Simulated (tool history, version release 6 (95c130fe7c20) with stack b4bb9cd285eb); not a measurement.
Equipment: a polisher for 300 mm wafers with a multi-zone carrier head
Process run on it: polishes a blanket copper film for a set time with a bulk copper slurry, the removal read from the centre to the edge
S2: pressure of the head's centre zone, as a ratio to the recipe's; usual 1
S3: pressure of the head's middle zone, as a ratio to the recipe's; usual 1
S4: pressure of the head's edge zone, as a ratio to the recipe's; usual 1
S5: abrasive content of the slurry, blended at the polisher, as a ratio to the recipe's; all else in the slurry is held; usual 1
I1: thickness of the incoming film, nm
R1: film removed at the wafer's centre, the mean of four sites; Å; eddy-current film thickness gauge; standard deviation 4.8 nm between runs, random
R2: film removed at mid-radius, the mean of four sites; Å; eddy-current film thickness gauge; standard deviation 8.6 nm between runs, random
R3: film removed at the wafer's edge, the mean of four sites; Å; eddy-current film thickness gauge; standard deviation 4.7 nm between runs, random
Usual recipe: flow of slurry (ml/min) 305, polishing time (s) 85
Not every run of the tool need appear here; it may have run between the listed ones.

run 1 hour=0 | flow_of_slurry_(ml/min)=305 S2=1 S3=1 S4=1 S5=1 polishing_time_(s)=85 | I1=4079.5 | R1=5940 R2=6159 R3=6044
run 2 hour=24.7 | flow_of_slurry_(ml/min)=305 S2=1 S3=1 S4=1 S5=1 polishing_time_(s)=85 | I1=4075.4 | R1=5926 R2=6002 R3=6034
run 3 hour=39.8 | flow_of_slurry_(ml/min)=305 S2=1 S3=1 S4=0.97 S5=1 polishing_time_(s)=85 | I1=4097.3 | R1=6077 R2=6158 R3=5991
-- hour=66.8 worn pad replaced by a new one
run 4 hour=67.3 | flow_of_slurry_(ml/min)=305 S2=1 S3=1 S4=0.97 S5=1 polishing_time_(s)=85 | I1=4001.5 | R1=5939 R2=5999 R3=5942
-- hour=71.7 centre zone pressure recalibrated
run 5 hour=99.6 | flow_of_slurry_(ml/min)=365 S2=1 S3=1 S4=1 S5=1 polishing_time_(s)=85 | I1=3995.2 | R1=6139 R2=6214 R3=6171
run 6 hour=127.6 | flow_of_slurry_(ml/min)=305 S2=1.03 S3=1.12 S4=1.05 S5=1 polishing_time_(s)=102 | I1=4034.2 | R1=7355 R2=7911 R3=7390
run 7 hour=161.1 | flow_of_slurry_(ml/min)=305 S2=1 S3=0.96 S4=1 S5=1.2 polishing_time_(s)=85 | I1=4015 | R1=6246 R2=6197 R3=6264
run 8 hour=174.8 | flow_of_slurry_(ml/min)=305 S2=1 S3=1 S4=1 S5=1.2 polishing_time_(s)=85 | I1=4080.3 | R1=6236 R2=6417 R3=6359
run 9 hour=201.7 | flow_of_slurry_(ml/min)=305 S2=1 S3=1 S4=1 S5=1 polishing_time_(s)=85 | I1=4154.3 | R1=5972 R2=6217 R3=6045
run 10 hour=225.4 | flow_of_slurry_(ml/min)=305 S2=1 S3=1 S4=1 S5=1 polishing_time_(s)=85 | I1=3978.6 | R1=6019 R2=6059 R3=6015
-- hour=247.4 slurry nozzle cleaned
run 11 hour=247.9 | flow_of_slurry_(ml/min)=305 S2=1 S3=0.92 S4=1 S5=1 polishing_time_(s)=85 | I1=4040.1 | R1=6043 R2=5603 R3=6020
-- hour=275.6 worn pad replaced by a new one
-- hour=299.4 carrier head's membrane replaced by a new one
run 12 hour=331.7 | flow_of_slurry_(ml/min)=305 S2=1 S3=0.92 S4=1.09 S5=0.9 polishing_time_(s)=97 | I1=4024.5 | R1=6645 R2=6347 R3=7175
-- hour=374.8 edge zone pressure recalibrated
run 13 hour=380 | flow_of_slurry_(ml/min)=305 S2=1 S3=1 S4=1 S5=0.85 polishing_time_(s)=85 | I1=4053.7 | R1=5716 R2=5822 R3=5814
run 14 hour=487.5 | flow_of_slurry_(ml/min)=305 S2=1 S3=1.07 S4=1 S5=1.25 polishing_time_(s)=93 | I1=4065.1 | R1=6851 R2=7500 R3=6892
-- hour=504.2 worn pad replaced by a new one
run 15 hour=520.1 | flow_of_slurry_(ml/min)=305 S2=1 S3=1 S4=1 S5=1 polishing_time_(s)=85 | I1=4046.8 | R1=5931 R2=6102 R3=6126
run 16 hour=541.8 | flow_of_slurry_(ml/min)=305 S2=1 S3=1 S4=0.94 S5=1 polishing_time_(s)=85 | I1=4052.9 | R1=5935 R2=6079 R3=5901
run 17 hour=577.5 | flow_of_slurry_(ml/min)=305 S2=1 S3=1 S4=1 S5=1 polishing_time_(s)=85 | I1=4053.8 | R1=6083 R2=6143 R3=6062
run 18 hour=593.4 | flow_of_slurry_(ml/min)=305 S2=1 S3=1 S4=1 S5=1 polishing_time_(s)=85 | I1=4068.9 | R1=5976 R2=6138 R3=6091
run 19 hour=628.2 | flow_of_slurry_(ml/min)=375 S2=0.91 S3=0.93 S4=1 S5=1 polishing_time_(s)=109 | I1=4108.3 | R1=7167 R2=7485 R3=7951
run 20 hour=660.5 | flow_of_slurry_(ml/min)=305 S2=1 S3=1 S4=0.95 S5=1 polishing_time_(s)=85 | I1=4015.9 | R1=5939 R2=6111 R3=5873

Alternative continuations, all from the tool just after run 20; predict every row:
run A hour=661 | flow_of_slurry_(ml/min)=215 S2=1 S3=1 S4=1 S5=1 polishing_time_(s)=85 | I1=4064 | R1=? R2=? R3=?
run B hour=661 | flow_of_slurry_(ml/min)=305 S2=1 S3=1 S4=1.12 S5=1 polishing_time_(s)=85 | I1=4064 | R1=? R2=? R3=?
run C hour=661 | flow_of_slurry_(ml/min)=305 S2=1.05 S3=1.08 S4=1.07 S5=1 polishing_time_(s)=107 | I1=4064 | R1=? R2=? R3=?
run D hour=661 | flow_of_slurry_(ml/min)=305 S2=1.1 S3=1 S4=1 S5=0.7 polishing_time_(s)=85 | I1=4064 | R1=? R2=? R3=?
run E hour=661 | flow_of_slurry_(ml/min)=270 S2=1 S3=1 S4=1 S5=1 polishing_time_(s)=85 | I1=4064 | R1=? R2=? R3=?

run=A R1=5740 R2=5858 R3=5798
run=B R1=6038 R2=6130 R3=6347
run=C R1=7988 R2=8237 R3=7800
run=D R1=6172 R2=5691 R3=5572
run=E R1=5947 R2=6048 R3=5938
With no hidden state in the tool, these same runs would have given:
run=A R1=5740 R2=5858 R3=5798
run=B R1=6038 R2=6130 R3=6347
run=C R1=7988 R2=8237 R3=7800
run=D R1=6172 R2=5691 R3=5572
run=E R1=5947 R2=6048 R3=5938

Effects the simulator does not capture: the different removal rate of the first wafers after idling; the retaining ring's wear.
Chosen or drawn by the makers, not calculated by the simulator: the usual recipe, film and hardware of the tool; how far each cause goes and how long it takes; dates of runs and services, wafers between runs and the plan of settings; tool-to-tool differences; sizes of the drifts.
